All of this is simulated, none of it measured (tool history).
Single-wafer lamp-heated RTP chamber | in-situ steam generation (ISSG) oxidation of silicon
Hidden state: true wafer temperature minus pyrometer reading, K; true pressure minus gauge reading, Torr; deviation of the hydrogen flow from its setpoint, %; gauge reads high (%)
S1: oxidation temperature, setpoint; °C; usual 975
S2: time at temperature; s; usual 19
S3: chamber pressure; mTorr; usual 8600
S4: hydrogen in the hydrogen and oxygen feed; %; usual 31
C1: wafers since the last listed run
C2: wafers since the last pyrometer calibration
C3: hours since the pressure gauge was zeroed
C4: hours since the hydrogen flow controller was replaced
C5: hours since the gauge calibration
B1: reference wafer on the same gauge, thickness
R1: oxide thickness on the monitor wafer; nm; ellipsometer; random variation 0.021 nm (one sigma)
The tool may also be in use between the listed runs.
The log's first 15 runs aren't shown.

run	hour	S1	S2	S3	S4	C1	C2	C3	C4	C5	B1	R1
16	384.8	975	19	8600	32	87	1456	125.6	6302.6	88.4	5.308	5.213
17	409.4	984	23	7800	32	167	1624	150.2	6327.2	113.0	5.311	5.870
# hour 440.2: pyrometer window cleaned and pyrometer calibrated
18	444.9	984	23	7800	32	187	31	185.7	6362.7	148.5	5.319	5.759
19	469.7	963	19	8600	31	169	200	210.5	6387.5	173.3	5.322	4.810
20	487.6	975	19	8600	31	122	322	228.4	6405.4	191.2	5.321	5.075
21	502.3	975	21	8600	23	100	423	243.1	6420.1	205.9	5.325	4.919
22	516.8	990	19	8600	31	98	521	257.6	6434.6	220.4	5.322	5.348
23	550.2	975	19	8600	31	227	749	291.0	6468.0	253.8	5.319	5.119
# hour 576.4: hydrogen flow controller replaced
24	580.5	975	19	7600	32	152	901	321.3	4.1	284.1	5.320	5.231
25	595.0	975	19	9200	31	98	1000	335.8	18.6	298.6	5.322	5.059
26	622.8	975	19	8600	31	189	1189	363.6	46.4	326.4	5.313	5.125
27	653.4	975	19	8600	31	208	1398	394.2	77.0	357.0	5.313	5.181
28	671.0	975	26	8600	31	119	1518	411.8	94.6	374.6	5.322	5.952
29	698.2	956	19	9600	31	185	1703	439.0	121.8	401.8	5.319	4.760
30	721.4	975	16	8600	31	158	1862	462.2	145.0	425.0	5.322	4.810
31	753.5	975	19	8600	28	218	2080	494.3	177.1	457.1	5.306	5.055
# hour 764.0: pyrometer window cleaned and pyrometer calibrated
32	777.5	975	19	7500	31	109	92	518.3	201.1	481.1	5.319	5.106

Forecast each of these 3 alternatives for the next run:
A	777.9	975	19	8600	31	2	95	518.7	201.5	481.5	?	?
B	777.9	994	19	8600	31	2	95	518.7	201.5	481.5	?	?
C	777.9	987	19	8600	32	2	95	518.7	201.5	481.5	?	?

run	B1	R1
A	5.317	5.023
B	5.317	5.388
C	5.317	5.289
Without the tool's hidden state the same runs would have given:
run	R1
A	4.992
B	5.351
C	5.254
